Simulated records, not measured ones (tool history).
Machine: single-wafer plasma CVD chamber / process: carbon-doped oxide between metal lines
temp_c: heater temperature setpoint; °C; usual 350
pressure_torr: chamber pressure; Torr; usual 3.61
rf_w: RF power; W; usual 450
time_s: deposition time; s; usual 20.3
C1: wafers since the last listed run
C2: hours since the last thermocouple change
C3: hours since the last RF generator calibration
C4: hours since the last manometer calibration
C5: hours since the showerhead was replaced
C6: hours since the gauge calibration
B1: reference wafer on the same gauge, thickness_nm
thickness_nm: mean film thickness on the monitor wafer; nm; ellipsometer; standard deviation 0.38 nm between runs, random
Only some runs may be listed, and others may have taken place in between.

Run 1, hour 0.0: usual settings but rf_w 410 W; C1 0; C2 1838.3; C3 1587.4; C4 954.4; C5 7687.3; C6 76.9; B1 79.466. Result: thickness_nm 81.082 nm.
Run 2, hour 16.3: usual settings; C1 346; C2 1854.6; C3 1603.7; C4 970.7; C5 7703.6; C6 93.2; B1 79.300. Result: thickness_nm 87.728 nm.
Run 3, hour 43.9: usual settings but temp_c 342 °C; C1 586; C2 1882.2; C3 1631.3; C4 998.3; C5 7731.2; C6 120.8; B1 79.294. Result: thickness_nm 91.022 nm.
Run 4, hour 60.6: usual settings; C1 355; C2 1898.9; C3 1648.0; C4 1015.0; C5 7747.9; C6 137.5; B1 79.370. Result: thickness_nm 87.732 nm.
Run 5, hour 70.1: usual settings; C1 202; C2 1908.4; C3 1657.5; C4 1024.5; C5 7757.4; C6 147.0; B1 79.322. Result: thickness_nm 88.071 nm.
Run 6, hour 84.9: usual settings; C1 314; C2 1923.2; C3 1672.3; C4 1039.3; C5 7772.2; C6 161.8; B1 79.323. Result: thickness_nm 87.482 nm.
Run 7, hour 96.9: usual settings; C1 255; C2 1935.2; C3 1684.3; C4 1051.3; C5 7784.2; C6 173.8; B1 79.374. Result: thickness_nm 87.022 nm.
Run 8, hour 108.0: usual settings; C1 236; C2 1946.3; C3 1695.4; C4 1062.4; C5 7795.3; C6 184.9; B1 79.287. Result: thickness_nm 88.099 nm.
Run 9, hour 117.0: usual settings; C1 191; C2 1955.3; C3 1704.4; C4 1071.4; C5 7804.3; C6 193.9; B1 79.321. Result: thickness_nm 87.093 nm.
Run 10, hour 130.8: usual settings; C1 293; C2 1969.1; C3 1718.2; C4 1085.2; C5 7818.1; C6 207.7; B1 79.195. Result: thickness_nm 87.942 nm.
Run 11, hour 183.9: usual settings; C1 1129; C2 2022.2; C3 1771.3; C4 1138.3; C5 7871.2; C6 260.8; B1 79.214. Result: thickness_nm 87.330 nm.
Run 12, hour 199.4: usual settings; C1 329; C2 2037.7; C3 1786.8; C4 1153.8; C5 7886.7; C6 276.3; B1 79.349. Result: thickness_nm 87.324 nm.
Run 13, hour 245.1: usual settings but pressure_torr 4.00 Torr; C1 971; C2 2083.4; C3 1832.5; C4 1199.5; C5 7932.4; C6 322.0; B1 79.344. Result: thickness_nm 89.297 nm.
Run 14, hour 262.8: usual settings but rf_w 395 W, time_s 24.1 s; C1 376; C2 2101.1; C3 1850.2; C4 1217.2; C5 7950.1; C6 339.7; B1 79.322. Result: thickness_nm 91.357 nm.
Run 15, hour 268.8: usual settings; C1 127; C2 2107.1; C3 1856.2; C4 1223.2; C5 7956.1; C6 345.7; B1 79.323. Result: thickness_nm 87.154 nm.
Run 16, hour 282.6: usual settings but temp_c 357 °C, pressure_torr 4.14 Torr, rf_w 520 W, time_s 18.2 s; C1 293; C2 2120.9; C3 1870.0; C4 1237.0; C5 7969.9; C6 359.5; B1 79.330. Result: thickness_nm 88.900 nm.
At hour 291.8: showerhead replaced.
At hour 297.1: RF generator calibrated.
Run 17, hour 299.2: usual settings; C1 69; C2 2137.5; C3 2.1; C4 1253.6; C5 7.4; C6 376.1; B1 79.190. Result: thickness_nm 92.192 nm.
At hour 319.4: thermocouple changed; heater temperature recalibrated.
Run 18, hour 319.9: usual settings but temp_c 335 °C, time_s 16.2 s; C1 270; C2 0.5; C3 22.8; C4 1274.3; C5 28.1; C6 396.8; B1 79.250. Result: thickness_nm 78.171 nm.
Run 19, hour 336.9: usual settings; C1 361; C2 17.5; C3 39.8; C4 1291.3; C5 45.1; C6 413.8; B1 79.251. Result: thickness_nm 92.498 nm.
Run 20, hour 351.0: usual settings but temp_c 357 °C; C1 299; C2 31.6; C3 53.9; C4 1305.4; C5 59.2; C6 427.9; B1 79.256. Result: thickness_nm 89.710 nm.
Run 21, hour 357.8: usual settings; C1 144; C2 38.4; C3 60.7; C4 1312.2; C5 66.0; C6 434.7; B1 79.233. Result: thickness_nm 92.301 nm.
At hour 366.1: gauge calibrated.
At hour 373.7: capacitance manometer re-zeroed and calibrated.
Run 22, hour 374.2: usual settings but temp_c 346 °C, pressure_torr 4.36 Torr, rf_w 515 W, time_s 22.9 s; C1 178; C2 54.8; C3 77.1; C4 0.5; C5 82.4; C6 8.1; B1 79.414. Result: thickness_nm 121.480 nm.
Run 23, hour 377.5: usual settings; C1 70; C2 58.1; C3 80.4; C4 3.8; C5 85.7; C6 11.4; B1 79.255. Result: thickness_nm 91.988 nm.
Run 24, hour 385.3: usual settings; C1 165; C2 65.9; C3 88.2; C4 11.6; C5 93.5; C6 19.2; B1 79.340. Result: thickness_nm 91.382 nm.
Run 25, hour 397.7: usual settings but temp_c 362 °C, rf_w 385 W; C1 263; C2 78.3; C3 100.6; C4 24.0; C5 105.9; C6 31.6; B1 79.423. Result: thickness_nm 75.720 nm.
Run 26, hour 408.1: usual settings but temp_c 354 °C, rf_w 495 W; C1 221; C2 88.7; C3 111.0; C4 34.4; C5 116.3; C6 42.0; B1 79.332. Result: thickness_nm 98.191 nm.
Run 27, hour 416.3: usual settings but rf_w 515 W; C1 174; C2 96.9; C3 119.2; C4 42.6; C5 124.5; C6 50.2; B1 79.392. Result: thickness_nm 102.629 nm.
Run 28, hour 465.6: usual settings but temp_c 344 °C, pressure_torr 2.90 Torr, rf_w 505 W, time_s 21.4 s; C1 1048; C2 146.2; C3 168.5; C4 91.9; C5 173.8; C6 99.5; B1 79.370. Result: thickness_nm 104.709 nm.
Run 29, hour 501.1: usual settings but temp_c 339 °C, pressure_torr 3.93 Torr, rf_w 515 W; C1 754; C2 181.7; C3 204.0; C4 127.4; C5 209.3; C6 135.0; B1 79.293. Result: thickness_nm 108.327 nm.
Run 30, hour 516.9: usual settings but temp_c 355 °C, pressure_torr 4.27 Torr; C1 335; C2 197.5; C3 219.8; C4 143.2; C5 225.1; C6 150.8; B1 79.230. Result: thickness_nm 93.727 nm.

Consider 3 possible next runs. They are alternatives, not a sequence: every one starts from the tool as it was left by run 30. What does each give?
Run A, hour 517.3: usual settings; C1 8; C2 197.9; C3 220.2; C4 143.6; C5 225.5; C6 151.2; B1 ?. Result: thickness_nm ?.
Run B, hour 517.3: usual settings but temp_c 343 °C, pressure_torr 2.73 Torr, rf_w 515 W, time_s 18.6 s; C1 8; C2 197.9; C3 220.2; C4 143.6; C5 225.5; C6 151.2; B1 ?. Result: thickness_nm ?.
Run C, hour 517.3: usual settings but temp_c 337 °C, pressure_torr 4.37 Torr, time_s 22.3 s; C1 8; C2 197.9; C3 220.2; C4 143.6; C5 225.5; C6 151.2; B1 ?. Result: thickness_nm ?.

run      B1  thickness_nm
  A  79.363        91.636
  B  79.363        92.680
  C  79.363       109.230
Had the tool no hidden state, the same runs would have come out as:
run  thickness_nm
  A        93.847
  B        94.572
  C       111.865

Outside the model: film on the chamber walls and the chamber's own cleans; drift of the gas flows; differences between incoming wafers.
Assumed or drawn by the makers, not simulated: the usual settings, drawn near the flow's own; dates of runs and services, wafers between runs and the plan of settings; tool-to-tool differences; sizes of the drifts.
